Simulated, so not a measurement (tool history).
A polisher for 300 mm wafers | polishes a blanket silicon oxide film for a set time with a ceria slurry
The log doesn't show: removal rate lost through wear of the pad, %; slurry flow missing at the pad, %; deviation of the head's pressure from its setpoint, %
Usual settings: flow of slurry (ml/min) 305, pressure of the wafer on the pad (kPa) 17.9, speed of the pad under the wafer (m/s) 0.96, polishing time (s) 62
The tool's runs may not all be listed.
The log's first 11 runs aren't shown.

run,day,flow of slurry (ml/min),pressure of the wafer on the pad (kPa),speed of the pad under the wafer (m/s),polishing time (s),wafers since the last listed run,wafers polished on this pad,hours since the slurry nozzle was cleaned,hours since the head pressure was calibrated,"incoming thickness of the incoming film, nm",film removed (nm)
12,31.171,305,13.8,0.96,62,627,4356,373.7,893.4,905.6,196.4
# day 32.900: worn pad replaced by a new one
13,35.329,305,13.8,0.96,62,1132,689,473.5,993.2,900.1,191.9
# day 37.317: head pressure recalibrated
14,37.458,305,17.9,0.80,57,580,1269,524.6,3.4,909.3,195.0
# day 38.600: slurry nozzle cleaned
15,40.271,305,17.9,0.80,57,786,2055,40.1,70.9,904.9,196.6
16,42.558,305,17.9,0.80,57,648,2704,95.0,125.8,896.1,197.2
17,44.938,305,17.9,0.96,62,674,3379,152.1,182.9,918.9,251.4
18,48.379,305,17.9,0.96,62,976,4356,234.7,265.5,888.5,250.5
19,52.779,200,24.1,0.96,62,1248,5604,340.3,371.1,909.4,328.5
# day 54.104: worn pad replaced by a new one
20,57.362,210,22.8,0.96,62,1253,924,450.3,481.1,900.2,303.2
21,60.146,340,14.5,0.96,62,789,1714,517.1,547.9,902.1,204.5
22,63.062,390,15.9,0.96,62,827,2542,587.1,617.9,901.8,225.6
# day 64.592: slurry nozzle cleaned
23,66.150,305,17.9,0.72,51,864,3406,37.4,692.0,897.2,165.0
24,67.717,200,21.4,0.84,41,444,3850,75.0,729.6,901.7,174.7
25,69.558,305,17.9,0.84,62,522,4373,119.2,773.8,900.6,227.4
# day 70.038: worn pad replaced by a new one
26,72.017,305,17.9,0.96,62,650,561,178.2,832.8,909.7,252.8
27,74.438,305,17.9,0.96,62,686,1248,236.3,890.9,895.4,252.2
28,76.754,305,17.9,0.96,62,657,1905,291.9,946.5,901.3,250.0
29,79.525,270,15.9,0.96,41,786,2692,358.4,1013.0,895.0,145.1
# day 80.108: head pressure recalibrated
30,81.871,305,17.9,0.88,79,641,3333,414.7,42.3,895.4,298.1
31,83.525,305,17.9,1.08,62,469,3803,454.4,82.0,900.1,273.5
32,86.512,305,15.9,0.96,53,847,4650,526.1,153.7,910.9,189.8
33,88.025,305,17.9,0.96,62,429,5079,562.4,190.0,907.1,253.0
# day 89.396: worn pad replaced by a new one
34,90.496,305,17.9,1.20,62,653,312,621.7,249.3,902.1,303.5
35,93.312,305,17.9,0.96,62,799,1111,689.3,316.9,889.7,248.2

Forecast each of these 4 alternatives for the next run:
A,93.329,305,17.9,0.96,62,4,1116,689.7,317.3,889.3,?
B,93.329,305,22.1,0.96,62,4,1116,689.7,317.3,889.3,?
C,93.329,360,23.4,0.62,62,4,1116,689.7,317.3,889.3,?
D,93.329,255,17.9,0.96,68,4,1116,689.7,317.3,889.3,?

run,film removed (nm)
A,250.1
B,307.0
C,233.5
D,271.6
Without the tool's hidden state the same runs would have given:
run,film removed (nm)
A,250.1
B,307.0
C,233.5
D,271.6
